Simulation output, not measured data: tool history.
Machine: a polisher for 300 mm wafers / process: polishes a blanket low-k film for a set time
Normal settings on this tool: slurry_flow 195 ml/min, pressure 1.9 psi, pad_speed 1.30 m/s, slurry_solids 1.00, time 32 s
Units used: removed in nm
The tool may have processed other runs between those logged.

run    day  slurry_flow  pressure  pad_speed  slurry_solids  time  incoming thickness of the incoming film, nm  removed
  1  0.000          195       1.9       1.30           1.00    32                                        694.7     13.1
  2  0.475          195       1.9       1.30           1.00    32                                        697.7     13.0
  3  0.938          195       1.9       1.30           1.00    32                                        692.9     12.2
  4  1.204          195       1.9       1.30           1.00    32                                        683.9     11.8
     1.625  -- worn pad replaced by a new one
  5  1.646          195       1.9       1.30           1.00    32                                        693.8     13.5
  6  2.112          195       1.9       1.30           1.00    32                                        703.9     13.4
  7  2.433          195       1.9       1.30           1.00    32                                        706.9     13.0
     2.654  -- slurry nozzle cleaned
  8  3.117          195       1.9       1.30           0.85    32                                        697.2     11.7
     3.662  -- worn pad replaced by a new one
     4.633  -- head pressure recalibrated
  9  4.654          160       1.5       1.52           1.00    32                                        691.7     12.2
 10  4.954          195       2.5       1.30           0.70    32                                        706.8     16.2
     5.346  -- slurry blender recalibrated
     5.429  -- worn pad replaced by a new one
     5.667  -- conditioning disc replaced and pad reconditioned
 11  5.750          195       1.9       1.30           1.00    32                                        691.4     14.2
 12  6.238          195       1.4       0.88           1.00    40                                        696.3      9.7
 13  6.712          195       1.3       1.30           0.85    32                                        695.8      8.7
 14  7.388          195       1.9       1.30           1.00    32                                        713.9     12.7
     7.625  -- worn pad replaced by a new one
 15  7.850          175       1.9       1.30           1.00    32                                        700.9     14.4
 16  8.121          165       2.5       1.42           1.00    29                                        700.5     17.5
 17  8.750          195       1.4       0.94           1.25    23                                        700.5      6.1

5 ways to go on from here, each from the tool as it stands after run 17. What would each give?
  A  8.767          195       1.9       1.30           1.00    32                                        701.5        ?
  B  8.767          230       1.9       0.86           1.00    41                                        701.5        ?
  C  8.767          175       1.7       1.30           0.80    42                                        701.5        ?
  D  8.767          225       1.9       1.30           1.00    32                                        701.5        ?
  E  8.767          170       1.9       0.94           1.00    22                                        701.5        ?

run  removed
  A     13.9
  B     13.0
  C     14.8
  D     14.1
  E      7.2
Stripped of hidden state, with their random variation kept, the same runs would have yielded:
run  removed
  A     14.7
  B     13.9
  C     15.8
  D     15.0
  E      7.6

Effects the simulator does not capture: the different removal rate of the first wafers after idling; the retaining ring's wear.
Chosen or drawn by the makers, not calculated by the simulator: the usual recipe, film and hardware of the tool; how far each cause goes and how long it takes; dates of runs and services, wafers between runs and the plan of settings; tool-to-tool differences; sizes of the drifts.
